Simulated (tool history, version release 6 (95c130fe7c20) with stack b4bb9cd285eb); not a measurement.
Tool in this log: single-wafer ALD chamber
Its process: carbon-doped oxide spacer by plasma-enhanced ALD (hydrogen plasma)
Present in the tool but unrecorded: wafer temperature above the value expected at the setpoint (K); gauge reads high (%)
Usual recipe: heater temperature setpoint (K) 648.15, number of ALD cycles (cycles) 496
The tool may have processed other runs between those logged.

run    hour  heater temperature setpoint (K)  number of ALD cycles (cycles)  wafers since the last listed run  hours since the last thermocouple change  hours since the gauge calibration  read-back reference wafer on the same gauge, thickness_nm  mean film thickness on the monitor wafer (nm)
  1       0                           645.15                            496                                 0                                     214.8                              683.8                                                     22.404                                         26.025
  2    28.1                           645.15                            496                                16                                     242.9                              711.9                                                       22.4                                         26.066
  3    88.9                           645.15                            496                                35                                     303.7                              772.7                                                     22.401                                         25.972
  4   113.5                           648.15                            518                                14                                     328.3                              797.3                                                     22.406                                          27.27
  5     160                           643.15                            554                                26                                     374.8                              843.8                                                     22.391                                         29.033
  6   224.7                           656.15                            523                                37                                     439.5                              908.5                                                     22.406                                         27.494
  7   259.1                           656.15                            523                                19                                     473.9                              942.9                                                     22.396                                         27.496
  8   314.2                           654.15                            517                                31                                       529                                998                                                     22.401                                          27.19
  9   346.3                           654.15                            517                                18                                     561.1                             1030.1                                                     22.413                                          27.13
 10     381                           654.15                            568                                20                                     595.8                             1064.8                                                     22.404                                         29.789
 11   451.5                           654.15                            568                                40                                     666.3                             1135.3                                                     22.398                                         29.639
 12     516                           654.15                            568                                37                                     730.8                             1199.8                                                      22.38                                         29.883
 13   567.2                           648.15                            569                                29                                       782                               1251                                                      22.41                                         29.877
 14   604.9                           648.15                            569                                21                                     819.7                             1288.7                                                     22.399                                         29.899
 15   668.6                           641.15                            496                                36                                     883.4                             1352.4                                                       22.4                                         25.921
 16   699.6                           656.15                            548                                17                                     914.4                             1383.4                                                     22.395                                         28.866
 17   768.9                           656.15                            548                                40                                     983.7                             1452.7                                                     22.392                                         28.734
 18   823.7                           656.15                            548                                31                                    1038.5                             1507.5                                                     22.387                                          28.68
 19   891.6                           653.15                            583                                39                                    1106.4                             1575.4                                                     22.407                                         30.525
 20   921.6                           653.15                            439                                17                                    1136.4                             1605.4                                                     22.405                                         22.958
 21   969.3                           641.15                            419                                27                                    1184.1                             1653.1                                                     22.402                                         22.086
 22  1023.4                           648.15                            496                                31                                    1238.2                             1707.2                                                     22.391                                          26.13
 23  1081.4                           645.15                            496                                33                                    1296.2                             1765.2                                                       22.4                                         26.047
 24  1151.4                           654.15                            428                                40                                    1366.2                             1835.2                                                     22.396                                         22.459
     1160.4  -- gauge calibrated
 25    1223                           641.15                            552                                41                                    1437.8                               62.6                                                     22.398                                          28.91
     1256.3  -- thermocouple changed; heater temperature recalibrated
 26  1294.2                           653.15                            496                                36                                      37.9                              133.8                                                     22.409                                         26.127
 27  1335.8                           648.15                            496                                24                                      79.5                              175.4                                                     22.401                                         26.054
 28  1545.5                           654.15                            592                               121                                     289.2                              385.1                                                     22.403                                         31.058
 29  1600.8                           648.15                            496                                32                                     344.5                              440.4                                                       22.4                                         26.059
 30  1641.6                           656.15                            496                                23                                     385.3                              481.2                                                     22.402                                         26.055
 31  1688.5                           653.15                            445                                27                                     432.2                              528.1                                                     22.398                                         23.399
 32  1733.5                           648.15                            496                                26                                     477.2                              573.1                                                     22.408                                          26.04
 33  1794.9                           648.15                            496                                35                                     538.6                              634.5                                                     22.399                                         26.026
 34  1844.7                           636.15                            496                                28                                     588.4                              684.3                                                     22.396                                         26.027
 35  1885.3                           648.15                            496                                23                                       629                              724.9                                                     22.405                                         26.118
 36  1939.9                           662.15                            527                                31                                     683.6                              779.5                                                     22.406                                         27.499

What if the next run were any one of these 4? Each begins from the tool's condition after run 36:
  A  1941.1                           648.15                            408                                 0                                     684.8                              780.7                                                          ?                                              ?
  B  1941.1                           638.15                            496                                 0                                     684.8                              780.7                                                          ?                                              ?
  C  1941.1                           648.15                            571                                 0                                     684.8                              780.7                                                          ?                                              ?
  D  1941.1                           644.15                            399                                 0                                     684.8                              780.7                                                          ?                                              ?

run  read-back reference wafer on the same gauge, thickness_nm  mean film thickness on the monitor wafer (nm)
  A                                                      22.41                                         21.439
  B                                                      22.41                                         26.063
  C                                                      22.41                                         30.004
  D                                                      22.41                                         20.966
Without the tool's unlogged condition, the same runs would have read:
run  mean film thickness on the monitor wafer (nm)
  A                                         21.439
  B                                         26.063
  C                                         30.004
  D                                         20.966
